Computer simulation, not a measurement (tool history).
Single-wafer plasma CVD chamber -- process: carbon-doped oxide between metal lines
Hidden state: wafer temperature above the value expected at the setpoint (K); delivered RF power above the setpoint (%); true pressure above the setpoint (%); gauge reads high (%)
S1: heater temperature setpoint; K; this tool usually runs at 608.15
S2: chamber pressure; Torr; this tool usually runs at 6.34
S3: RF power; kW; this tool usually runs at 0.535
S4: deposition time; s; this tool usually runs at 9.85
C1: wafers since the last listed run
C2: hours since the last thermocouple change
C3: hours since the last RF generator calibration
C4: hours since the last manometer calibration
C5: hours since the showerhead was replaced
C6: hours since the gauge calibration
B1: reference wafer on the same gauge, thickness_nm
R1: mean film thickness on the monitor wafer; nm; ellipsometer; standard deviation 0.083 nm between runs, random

run     day      S1    S2     S3     S4   C1      C2      C3      C4      C5     C6      B1      R1
  1   0.000  608.15  6.34  0.495   9.85    0  2852.8  1814.3  3018.4  2413.3  601.7  50.468  51.343
  2   0.275  608.15  6.00  0.535   9.85  200  2859.4  1820.9  3025.0  2419.9  608.3  50.494  53.040
  3   1.058  620.15  6.34  0.535   9.85  570  2878.2  1839.7  3043.8  2438.7  627.1  50.504  51.012
  4   1.475  608.15  6.34  0.535  10.39  303  2888.2  1849.7  3053.8  2448.7  637.1  50.483  55.974
      1.925  -- gauge calibrated
  5   2.088  608.15  6.34  0.535  10.39  445  2902.9  1864.4  3068.5  2463.4    3.9  50.512  55.968
  6   2.604  608.15  6.34  0.535  10.39  376  2915.3  1876.8  3080.9  2475.8   16.3  50.505  56.000
  7   3.212  608.15  6.34  0.485   9.85  442  2929.9  1891.4  3095.5  2490.4   30.9  50.515  50.615
  8   3.617  608.15  6.34  0.535   9.85  294  2939.6  1901.1  3105.2  2500.1   40.6  50.515  53.087
      4.467  -- capacitance manometer re-zeroed and calibrated
  9   4.488  608.15  6.34  0.535   9.85  391  2960.5  1922.0     0.5  2521.0   61.5  50.516  53.248
      5.133  -- thermocouple changed; heater temperature recalibrated
 10   5.154  608.15  6.34  0.535   9.85  242     0.5  1938.0    16.5  2537.0   77.5  50.510  53.124
      5.646  -- RF generator calibrated
 11   5.667  604.15  6.34  0.535   9.85  130    12.8     0.5    28.8  2549.3   89.8  50.473  56.024
 12   6.162  608.15  6.34  0.535   9.85  360    24.7    12.4    40.7  2561.2  101.7  50.495  55.054
 13   6.821  620.15  5.02  0.635   8.27  479    40.5    28.2    56.5  2577.0  117.5  50.504  47.532
 14   7.492  622.15  6.34  0.535   9.85  488    56.6    44.3    72.6  2593.1  133.6  50.513  52.396
 15   8.233  598.15  5.62  0.445   9.85  539    74.4    62.1    90.4  2610.9  151.4  50.475  52.243
      8.992  -- showerhead replaced
 16   9.012  617.15  5.46  0.535   9.85  324    93.1    80.8   109.1     0.5  170.1  50.510  52.668
 17   9.167  597.15  6.34  0.535   9.85  112    96.8    84.5   112.8     4.2  173.8  50.514  57.295
 18   9.608  614.15  6.34  0.535   9.85  321   107.4    95.1   123.4    14.8  184.4  50.483  53.522
 19  10.192  616.15  6.34  0.535  10.35  424   121.4   109.1   137.4    28.8  198.4  50.507  55.859
 20  10.912  621.15  5.04  0.460  10.76  524   138.7   126.4   154.7    46.1  215.7  50.523  52.497
 21  11.450  608.15  6.34  0.535   9.85  391   151.6   139.3   167.6    59.0  228.6  50.518  54.691
 22  12.092  608.15  6.34  0.450   9.26  467   167.0   154.7   183.0    74.4  244.0  50.494  47.601
 23  12.450  608.15  6.34  0.535   9.85  260   175.6   163.3   191.6    83.0  252.6  50.506  54.522
 24  12.804  608.15  7.70  0.435   9.85  257   184.1   171.8   200.1    91.5  261.1  50.496  50.120
 25  13.104  608.15  6.34  0.505  11.15  218   191.3   179.0   207.3    98.7  268.3  50.502  60.115
 26  13.525  608.15  4.76  0.600   9.85  306   201.4   189.1   217.4   108.8  278.4  50.496  56.514
 27  14.133  608.15  5.57  0.535  10.80  442   216.0   203.7   232.0   123.4  293.0  50.490  59.262
 28  14.625  617.15  6.34  0.455   9.85  357   227.8   215.5   243.8   135.2  304.8  50.486  49.070
 29  15.362  612.15  6.34  0.580   9.13  536   245.5   233.2   261.5   152.9  322.5  50.511  51.777

Branching from run 29: 4 alternative next runs. What would each branch give?
  A  15.379  618.15  6.34  0.535   9.85  12  245.9  233.6  261.9  153.3  322.9   ?   ?
  B  15.379  615.15  6.34  0.535   9.85  12  245.9  233.6  261.9  153.3  322.9   ?   ?
  C  15.379  604.15  5.74  0.605  11.21  12  245.9  233.6  261.9  153.3  322.9   ?   ?
  D  15.379  608.15  6.34  0.535   8.64  12  245.9  233.6  261.9  153.3  322.9   ?   ?

run      B1      R1
  A  50.500  52.497
  B  50.500  53.023
  C  50.500  65.961
  D  50.500  47.772
With the hidden condition removed and each run's random variation left untouched, the same runs would have given:
run      R1
  A  53.192
  B  53.725
  C  66.811
  D  48.405

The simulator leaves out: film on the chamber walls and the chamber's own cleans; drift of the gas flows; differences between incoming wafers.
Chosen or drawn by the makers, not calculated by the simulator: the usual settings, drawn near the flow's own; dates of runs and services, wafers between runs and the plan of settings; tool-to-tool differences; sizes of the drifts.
